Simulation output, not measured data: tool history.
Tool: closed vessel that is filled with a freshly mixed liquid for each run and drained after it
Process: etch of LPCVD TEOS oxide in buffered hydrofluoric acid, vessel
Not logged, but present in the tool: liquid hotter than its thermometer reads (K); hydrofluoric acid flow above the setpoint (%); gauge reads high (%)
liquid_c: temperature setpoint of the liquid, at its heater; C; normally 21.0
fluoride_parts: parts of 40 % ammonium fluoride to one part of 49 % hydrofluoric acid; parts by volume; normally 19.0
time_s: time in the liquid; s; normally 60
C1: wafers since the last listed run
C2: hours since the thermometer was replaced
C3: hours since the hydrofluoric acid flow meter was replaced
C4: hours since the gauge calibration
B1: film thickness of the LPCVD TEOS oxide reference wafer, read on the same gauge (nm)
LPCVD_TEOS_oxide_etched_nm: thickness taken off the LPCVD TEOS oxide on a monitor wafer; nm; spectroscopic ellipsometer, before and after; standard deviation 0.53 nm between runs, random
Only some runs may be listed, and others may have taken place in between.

{"run": 1, "hour": 0.0, "liquid_c": 17.5, "fluoride_parts": 19.0, "time_s": 60, "C1": 0, "C2": 397.9, "C3": 465.4, "C4": 211.7, "B1": 70.02, "LPCVD_TEOS_oxide_etched_nm": 62.07}
{"run": 2, "hour": 30.9, "liquid_c": 17.5, "fluoride_parts": 19.0, "time_s": 60, "C1": 2823, "C2": 428.8, "C3": 496.3, "C4": 242.6, "B1": 70.03, "LPCVD_TEOS_oxide_etched_nm": 61.64}
{"run": 3, "hour": 51.9, "liquid_c": 21.0, "fluoride_parts": 19.0, "time_s": 60, "C1": 1918, "C2": 449.8, "C3": 517.3, "C4": 263.6, "B1": 69.98, "LPCVD_TEOS_oxide_etched_nm": 75.45}
{"hour": 72.8, "done": "hydrofluoric acid flow meter replaced"}
{"run": 4, "hour": 132.6, "liquid_c": 21.0, "fluoride_parts": 19.0, "time_s": 80, "C1": 7281, "C2": 530.5, "C3": 59.8, "C4": 344.3, "B1": 70.01, "LPCVD_TEOS_oxide_etched_nm": 101.72}
{"run": 5, "hour": 149.6, "liquid_c": 21.0, "fluoride_parts": 19.0, "time_s": 80, "C1": 1553, "C2": 547.5, "C3": 76.8, "C4": 361.3, "B1": 69.95, "LPCVD_TEOS_oxide_etched_nm": 102.38}
{"run": 6, "hour": 177.0, "liquid_c": 21.0, "fluoride_parts": 13.5, "time_s": 60, "C1": 2503, "C2": 574.9, "C3": 104.2, "C4": 388.7, "B1": 69.98, "LPCVD_TEOS_oxide_etched_nm": 108.03}
{"run": 7, "hour": 209.7, "liquid_c": 21.0, "fluoride_parts": 13.5, "time_s": 60, "C1": 2987, "C2": 607.6, "C3": 136.9, "C4": 421.4, "B1": 69.97, "LPCVD_TEOS_oxide_etched_nm": 107.9}
{"run": 8, "hour": 276.4, "liquid_c": 21.0, "fluoride_parts": 13.5, "time_s": 60, "C1": 6093, "C2": 674.3, "C3": 203.6, "C4": 488.1, "B1": 69.99, "LPCVD_TEOS_oxide_etched_nm": 107.82}
{"run": 9, "hour": 293.8, "liquid_c": 21.0, "fluoride_parts": 19.0, "time_s": 60, "C1": 1589, "C2": 691.7, "C3": 221.0, "C4": 505.5, "B1": 70.0, "LPCVD_TEOS_oxide_etched_nm": 78.1}
{"run": 10, "hour": 324.5, "liquid_c": 19.0, "fluoride_parts": 19.0, "time_s": 60, "C1": 2804, "C2": 722.4, "C3": 251.7, "C4": 536.2, "B1": 70.02, "LPCVD_TEOS_oxide_etched_nm": 69.12}
{"run": 11, "hour": 338.8, "liquid_c": 19.0, "fluoride_parts": 19.0, "time_s": 60, "C1": 1306, "C2": 736.7, "C3": 266.0, "C4": 550.5, "B1": 70.02, "LPCVD_TEOS_oxide_etched_nm": 69.18}
{"run": 12, "hour": 369.9, "liquid_c": 19.0, "fluoride_parts": 19.0, "time_s": 60, "C1": 2841, "C2": 767.8, "C3": 297.1, "C4": 581.6, "B1": 70.01, "LPCVD_TEOS_oxide_etched_nm": 70.85}
{"run": 13, "hour": 403.1, "liquid_c": 25.0, "fluoride_parts": 13.0, "time_s": 60, "C1": 3033, "C2": 801.0, "C3": 330.3, "C4": 614.8, "B1": 70.01, "LPCVD_TEOS_oxide_etched_nm": 141.65}
{"run": 14, "hour": 437.6, "liquid_c": 21.0, "fluoride_parts": 19.0, "time_s": 60, "C1": 3151, "C2": 835.5, "C3": 364.8, "C4": 649.3, "B1": 70.03, "LPCVD_TEOS_oxide_etched_nm": 79.0}
{"run": 15, "hour": 452.0, "liquid_c": 21.0, "fluoride_parts": 19.0, "time_s": 60, "C1": 1315, "C2": 849.9, "C3": 379.2, "C4": 663.7, "B1": 70.0, "LPCVD_TEOS_oxide_etched_nm": 78.87}
{"hour": 458.4, "done": "gauge calibrated"}
{"run": 16, "hour": 480.3, "liquid_c": 26.0, "fluoride_parts": 12.5, "time_s": 60, "C1": 2585, "C2": 878.2, "C3": 407.5, "C4": 21.9, "B1": 69.98, "LPCVD_TEOS_oxide_etched_nm": 156.64}
{"run": 17, "hour": 504.3, "liquid_c": 18.5, "fluoride_parts": 13.5, "time_s": 70, "C1": 2192, "C2": 902.2, "C3": 431.5, "C4": 45.9, "B1": 69.98, "LPCVD_TEOS_oxide_etched_nm": 113.28}
{"hour": 508.3, "done": "thermometer replaced"}
{"run": 18, "hour": 530.5, "liquid_c": 21.0, "fluoride_parts": 24.0, "time_s": 40, "C1": 2302, "C2": 22.2, "C3": 457.7, "C4": 72.1, "B1": 70.01, "LPCVD_TEOS_oxide_etched_nm": 39.1}
{"run": 19, "hour": 545.7, "liquid_c": 25.5, "fluoride_parts": 19.0, "time_s": 60, "C1": 1388, "C2": 37.4, "C3": 472.9, "C4": 87.3, "B1": 69.98, "LPCVD_TEOS_oxide_etched_nm": 90.37}
{"run": 20, "hour": 562.9, "liquid_c": 21.0, "fluoride_parts": 19.0, "time_s": 60, "C1": 1571, "C2": 54.6, "C3": 490.1, "C4": 104.5, "B1": 70.02, "LPCVD_TEOS_oxide_etched_nm": 70.59}
{"run": 21, "hour": 587.9, "liquid_c": 21.0, "fluoride_parts": 13.0, "time_s": 90, "C1": 2283, "C2": 79.6, "C3": 515.1, "C4": 129.5, "B1": 69.97, "LPCVD_TEOS_oxide_etched_nm": 156.46}
{"hour": 613.8, "done": "hydrofluoric acid flow meter replaced"}
{"run": 22, "hour": 616.2, "liquid_c": 21.0, "fluoride_parts": 19.0, "time_s": 80, "C1": 2494, "C2": 107.9, "C3": 2.4, "C4": 157.8, "B1": 69.98, "LPCVD_TEOS_oxide_etched_nm": 94.9}
{"run": 23, "hour": 650.4, "liquid_c": 24.0, "fluoride_parts": 21.0, "time_s": 90, "C1": 3124, "C2": 142.1, "C3": 36.6, "C4": 192.0, "B1": 70.01, "LPCVD_TEOS_oxide_etched_nm": 116.1}
{"run": 24, "hour": 677.7, "liquid_c": 18.5, "fluoride_parts": 19.0, "time_s": 60, "C1": 2494, "C2": 169.4, "C3": 63.9, "C4": 219.3, "B1": 69.98, "LPCVD_TEOS_oxide_etched_nm": 62.68}
{"run": 25, "hour": 695.5, "liquid_c": 21.0, "fluoride_parts": 19.0, "time_s": 60, "C1": 1626, "C2": 187.2, "C3": 81.7, "C4": 237.1, "B1": 70.0, "LPCVD_TEOS_oxide_etched_nm": 72.22}
{"run": 26, "hour": 713.3, "liquid_c": 21.0, "fluoride_parts": 15.5, "time_s": 60, "C1": 1626, "C2": 205.0, "C3": 99.5, "C4": 254.9, "B1": 69.99, "LPCVD_TEOS_oxide_etched_nm": 88.5}
{"run": 27, "hour": 731.8, "liquid_c": 21.0, "fluoride_parts": 23.5, "time_s": 60, "C1": 1690, "C2": 223.5, "C3": 118.0, "C4": 273.4, "B1": 70.0, "LPCVD_TEOS_oxide_etched_nm": 62.28}
{"run": 28, "hour": 753.1, "liquid_c": 25.0, "fluoride_parts": 19.0, "time_s": 85, "C1": 1945, "C2": 244.8, "C3": 139.3, "C4": 294.7, "B1": 70.02, "LPCVD_TEOS_oxide_etched_nm": 126.45}
{"run": 29, "hour": 787.5, "liquid_c": 21.0, "fluoride_parts": 19.0, "time_s": 60, "C1": 3142, "C2": 279.2, "C3": 173.7, "C4": 329.1, "B1": 70.01, "LPCVD_TEOS_oxide_etched_nm": 72.14}
{"run": 30, "hour": 805.7, "liquid_c": 18.0, "fluoride_parts": 12.5, "time_s": 40, "C1": 1662, "C2": 297.4, "C3": 191.9, "C4": 347.3, "B1": 70.02, "LPCVD_TEOS_oxide_etched_nm": 61.94}

Across each entry between runs, compare the hidden state at the last listed run before it with the hidden state at the first listed run after it:
Runs 3 to 4: hydrofluoric acid flow meter replaced (hour 72.8)
  liquid hotter than its thermometer reads (K): 1.32 -> 1.5
  difference, measured minus the result without the unlogged condition, LPCVD_TEOS_oxide_etched_nm: +5.33 -> +8.13 nm
Runs 15 to 16: gauge calibrated (hour 458.4)
  liquid hotter than its thermometer reads (K): 2.23 -> 2.29
  difference, measured minus the result without the unlogged condition, LPCVD_TEOS_oxide_etched_nm: +9.16 -> +18.05 nm
Runs 17 to 18: thermometer replaced (hour 508.3)
  liquid hotter than its thermometer reads (K): 2.35 -> 0.112
  difference, measured minus the result without the unlogged condition, LPCVD_TEOS_oxide_etched_nm: +14.01 -> +0.24 nm
Runs 21 to 22: hydrofluoric acid flow meter replaced (hour 613.8)
  liquid hotter than its thermometer reads (K): 0.242 -> 0.306
  difference, measured minus the result without the unlogged condition, LPCVD_TEOS_oxide_etched_nm: +2.07 -> +1.63 nm

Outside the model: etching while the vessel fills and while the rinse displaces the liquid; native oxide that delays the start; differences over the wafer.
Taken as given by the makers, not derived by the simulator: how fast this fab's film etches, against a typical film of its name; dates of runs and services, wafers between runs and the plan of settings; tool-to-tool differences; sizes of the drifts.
